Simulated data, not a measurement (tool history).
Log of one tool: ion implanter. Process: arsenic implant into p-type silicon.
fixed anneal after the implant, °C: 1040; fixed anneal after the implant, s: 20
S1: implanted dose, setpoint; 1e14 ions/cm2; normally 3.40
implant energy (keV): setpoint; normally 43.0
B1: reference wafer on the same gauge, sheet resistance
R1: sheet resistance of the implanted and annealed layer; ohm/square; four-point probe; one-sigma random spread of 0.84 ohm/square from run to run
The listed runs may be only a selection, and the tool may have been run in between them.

run 1 hour=0.0 | S1=3.40 implant_energy_(keV)=31.5 | B1=271.16 | R1=270.80
run 2 hour=31.8 | S1=3.40 implant_energy_(keV)=43.0 | B1=270.88 | R1=260.11
run 3 hour=60.7 | S1=3.40 implant_energy_(keV)=43.0 | B1=270.79 | R1=259.38
run 4 hour=82.9 | S1=3.40 implant_energy_(keV)=43.0 | B1=271.03 | R1=260.28
run 5 hour=105.4 | S1=3.40 implant_energy_(keV)=37.0 | B1=270.93 | R1=264.44
run 6 hour=129.8 | S1=3.40 implant_energy_(keV)=37.0 | B1=271.09 | R1=264.86
run 7 hour=148.3 | S1=3.40 implant_energy_(keV)=37.0 | B1=270.69 | R1=265.13
run 8 hour=177.0 | S1=3.40 implant_energy_(keV)=43.0 | B1=271.17 | R1=259.59
run 9 hour=194.8 | S1=4.08 implant_energy_(keV)=43.0 | B1=270.96 | R1=224.85
run 10 hour=207.6 | S1=4.08 implant_energy_(keV)=43.0 | B1=270.72 | R1=224.97
run 11 hour=219.9 | S1=4.08 implant_energy_(keV)=43.0 | B1=271.26 | R1=224.95
run 12 hour=239.1 | S1=3.40 implant_energy_(keV)=43.0 | B1=271.08 | R1=259.18
run 13 hour=263.2 | S1=3.40 implant_energy_(keV)=43.0 | B1=270.78 | R1=257.10
run 14 hour=292.9 | S1=3.40 implant_energy_(keV)=43.0 | B1=271.16 | R1=259.14
run 15 hour=305.8 | S1=3.40 implant_energy_(keV)=43.0 | B1=271.14 | R1=258.01
-- hour=340.7 extraction supply calibrated
run 16 hour=341.2 | S1=3.40 implant_energy_(keV)=43.0 | B1=271.06 | R1=259.31
run 17 hour=366.2 | S1=3.40 implant_energy_(keV)=43.0 | B1=271.09 | R1=258.09
run 18 hour=397.5 | S1=3.40 implant_energy_(keV)=43.0 | B1=271.02 | R1=257.06
run 19 hour=429.6 | S1=2.68 implant_energy_(keV)=51.0 | B1=271.13 | R1=300.89
-- hour=442.2 Faraday cup replaced and dose calibrated
run 20 hour=502.6 | S1=2.98 implant_energy_(keV)=37.5 | B1=270.77 | R1=285.69
run 21 hour=526.6 | S1=3.40 implant_energy_(keV)=43.0 | B1=271.09 | R1=253.08
run 22 hour=556.7 | S1=4.24 implant_energy_(keV)=51.5 | B1=271.45 | R1=209.97
-- hour=566.1 Faraday cup replaced and dose calibrated, repeated, since the last time left the tool worse
run 23 hour=570.2 | S1=3.40 implant_energy_(keV)=53.0 | B1=271.02 | R1=256.40
run 24 hour=599.4 | S1=3.40 implant_energy_(keV)=43.0 | B1=271.41 | R1=261.62

What will run 25 give?
-- hour=599.6 gauge calibrated
run 25 hour=615.0 | S1=3.77 implant_energy_(keV)=35.5 | B1=? | R1=?

Run 25 yielded B1 270.81, R1 250.35 ohm/square.
Minus the tool's unlogged condition, the same run would have read R1 249.97 ohm/square.
